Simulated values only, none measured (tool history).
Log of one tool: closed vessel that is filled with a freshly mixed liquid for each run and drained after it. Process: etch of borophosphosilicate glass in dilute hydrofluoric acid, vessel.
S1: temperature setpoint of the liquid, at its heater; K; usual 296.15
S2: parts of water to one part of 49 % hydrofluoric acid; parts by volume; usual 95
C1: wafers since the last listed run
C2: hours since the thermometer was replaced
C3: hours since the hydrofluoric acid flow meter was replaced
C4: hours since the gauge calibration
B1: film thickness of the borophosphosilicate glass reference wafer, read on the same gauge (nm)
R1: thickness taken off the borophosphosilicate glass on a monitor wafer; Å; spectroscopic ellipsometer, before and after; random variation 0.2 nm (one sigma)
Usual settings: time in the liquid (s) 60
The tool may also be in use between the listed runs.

Run 1, hour 0.0: usual settings but S1 299.15 K, S2 125 parts by volume; C1 0; C2 683.5; C3 1006.9; C4 93.4; B1 140.02. Result: R1 294.2 Å.
Run 2, hour 46.4: usual settings but S1 299.15 K, S2 125 parts by volume; C1 6390; C2 729.9; C3 1053.3; C4 139.8; B1 139.99. Result: R1 290.2 Å.
Run 3, hour 86.9: usual settings but S1 299.15 K, S2 125 parts by volume; C1 5577; C2 770.4; C3 1093.8; C4 180.3; B1 140.00. Result: R1 292.1 Å.
Run 4, hour 134.5: usual settings but S1 294.15 K; C1 6555; C2 818.0; C3 1141.4; C4 227.9; B1 139.98. Result: R1 328.6 Å.
Run 5, hour 221.4: usual settings but time in the liquid (s) 80; C1 11968; C2 904.9; C3 1228.3; C4 314.8; B1 139.99. Result: R1 475.4 Å.
Run 6, hour 296.4: usual settings but time in the liquid (s) 80; C1 10329; C2 979.9; C3 1303.3; C4 389.8; B1 139.99. Result: R1 469.3 Å.
Run 7, hour 388.7: usual settings; C1 12712; C2 1072.2; C3 1395.6; C4 482.1; B1 139.99. Result: R1 357.9 Å.
At hour 526.6: gauge calibrated.
At hour 581.2: hydrofluoric acid flow meter replaced.
At hour 590.9: thermometer replaced.
Run 8, hour 595.1: usual settings but S1 298.15 K, time in the liquid (s) 30; C1 28151; C2 4.2; C3 13.9; C4 68.5; B1 139.98. Result: R1 187.8 Å.
Run 9, hour 676.6: usual settings but S1 298.65 K, S2 70 parts by volume, time in the liquid (s) 30; C1 11224; C2 85.7; C3 95.4; C4 150.0; B1 139.98. Result: R1 270.7 Å.
Run 10, hour 732.5: usual settings but time in the liquid (s) 85; C1 7698; C2 141.6; C3 151.3; C4 205.9; B1 140.02. Result: R1 498.6 Å.
Run 11, hour 795.4: usual settings but S1 293.65 K, S2 135 parts by volume, time in the liquid (s) 70; C1 8663; C2 204.5; C3 214.2; C4 268.8; B1 140.01. Result: R1 250.5 Å.
Run 12, hour 893.0: usual settings but S2 50 parts by volume; C1 13442; C2 302.1; C3 311.8; C4 366.4; B1 139.99. Result: R1 710.2 Å.
Run 13, hour 996.4: usual settings but S1 294.65 K, S2 130 parts by volume, time in the liquid (s) 75; C1 14241; C2 405.5; C3 415.2; C4 469.8; B1 139.97. Result: R1 290.4 Å.
Run 14, hour 1063.9: usual settings but S2 50 parts by volume; C1 9296; C2 473.0; C3 482.7; C4 537.3; B1 139.99. Result: R1 705.3 Å.
Run 15, hour 1104.1: usual settings but S1 291.65 K; C1 5536; C2 513.2; C3 522.9; C4 577.5; B1 139.98. Result: R1 295.5 Å.

Hidden state or all else? Some run-to-run changes of R1, split into what the settings, what came in and random variation would give without the hidden state, and what is left for the hidden state (with any gauge scatter that isn't in both results):
The hidden state here: liquid hotter than its thermometer reads (K); hydrofluoric acid flow above the setpoint (%); gauge reads high (%).
Run 7 -> 8: S1 296.15 -> 298.15, time in the liquid (s) 60 -> 30, gauge calibrated, hydrofluoric acid flow meter replaced, thermometer replaced. R1 -170.1 Å: hidden state -9.7, all else -160.4.
Run 11 -> 12: S1 293.65 -> 296.15, S2 135 -> 50, time in the liquid (s) 70 -> 60. R1 +459.7 Å: hidden state +4.8, all else +454.9.

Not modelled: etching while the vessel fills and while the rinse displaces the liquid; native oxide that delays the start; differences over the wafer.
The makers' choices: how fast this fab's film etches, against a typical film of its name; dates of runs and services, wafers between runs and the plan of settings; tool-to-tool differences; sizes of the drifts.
